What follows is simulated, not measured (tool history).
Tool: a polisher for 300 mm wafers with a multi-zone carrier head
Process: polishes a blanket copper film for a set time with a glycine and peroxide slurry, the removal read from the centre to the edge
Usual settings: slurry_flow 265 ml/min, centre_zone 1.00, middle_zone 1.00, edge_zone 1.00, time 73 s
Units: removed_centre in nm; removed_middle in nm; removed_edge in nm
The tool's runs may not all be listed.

run,hour,slurry_flow,centre_zone,middle_zone,edge_zone,time,"incoming thickness of the incoming film, nm",removed_centre,removed_middle,removed_edge
1,0.0,265,1.00,1.00,1.00,73,1053.3,419.1,411.9,407.5
2,15.5,235,1.00,1.00,1.00,60,1066.6,341.5,336.1,334.5
3,33.6,235,1.00,1.00,1.00,60,1058.1,344.5,351.8,349.1
4,46.2,235,1.00,1.00,1.00,60,1069.6,337.2,347.5,338.2
5,64.0,265,1.00,1.00,1.00,73,1071.3,411.2,421.0,416.8
6,71.9,265,1.00,1.00,1.00,73,1067.1,420.1,416.1,411.6
7,82.2,265,1.00,1.00,1.00,73,1052.4,407.1,412.5,400.3
8,92.0,340,0.89,1.00,1.00,73,1073.0,367.0,414.6,418.0
9,104.2,265,1.00,1.00,1.00,73,1071.1,432.1,431.6,413.8
10,115.8,265,1.00,1.00,1.00,66,1074.2,376.1,376.6,378.5
11,128.2,350,1.10,0.94,1.06,73,1069.9,469.6,421.0,434.3
12,143.1,265,1.00,1.00,1.00,73,1070.8,416.1,416.2,410.2
13,179.9,305,1.00,1.00,1.00,97,1085.6,572.8,567.0,556.1
14,196.5,340,0.89,1.00,1.00,73,1079.4,377.5,414.1,426.5

Taken out of this log: 7 entries between the listed runs. Where each belongs, and how the hidden state differs across it:
Between runs 2 and 3: worn pad replaced by a new one (hour 32.3)
  removal rate lost through wear of the pad, %: 3.1 -> 0.295
  measured less the result without the state, removed_centre: -11.0 -> -1.0 nm; removed_middle: -10.8 -> -1.1 nm; removed_edge: -10.7 -> -1.1 nm
Between runs 4 and 5: carrier head's membrane replaced by a new one (hour 63.5)
  removal rate lost through wear of the pad, %: 1.19 -> 2.44
  measured less the result without the state, removed_centre: -4.1 -> -10.3 nm; removed_middle: -4.2 -> -10.5 nm; removed_edge: -4.1 -> -10.4 nm
Between runs 5 and 6: centre zone pressure recalibrated (hour 71.4)
  removal rate lost through wear of the pad, %: 2.44 -> 3
  measured less the result without the state, removed_centre: -10.3 -> -13.0 nm; removed_middle: -10.5 -> -12.8 nm; removed_edge: -10.4 -> -12.7 nm
Between runs 7 and 8: slurry nozzle cleaned (hour 87.1)
  removal rate lost through wear of the pad, %: 3.73 -> 4.42
  measured less the result without the state, removed_centre: -15.7 -> -17.0 nm; removed_middle: -16.0 -> -19.2 nm; removed_edge: -15.5 -> -19.4 nm
Between runs 8 and 9: worn pad replaced by a new one (hour 102.1)
  removal rate lost through wear of the pad, %: 4.42 -> 0.197
  measured less the result without the state, removed_centre: -17.0 -> -0.9 nm; removed_middle: -19.2 -> -0.8 nm; removed_edge: -19.4 -> -0.9 nm
Between runs 10 and 11: edge zone pressure recalibrated (hour 121.1)
  removal rate lost through wear of the pad, %: 1.02 -> 1.89
  measured less the result without the state, removed_centre: -3.9 -> -9.1 nm; removed_middle: -3.9 -> -8.1 nm; removed_edge: -3.9 -> -8.4 nm
Between runs 12 and 13: worn pad replaced by a new one (hour 177.1)
  removal rate lost through wear of the pad, %: 2.95 -> 0.498
  measured less the result without the state, removed_centre: -12.7 -> -2.9 nm; removed_middle: -12.6 -> -2.8 nm; removed_edge: -12.5 -> -2.7 nm
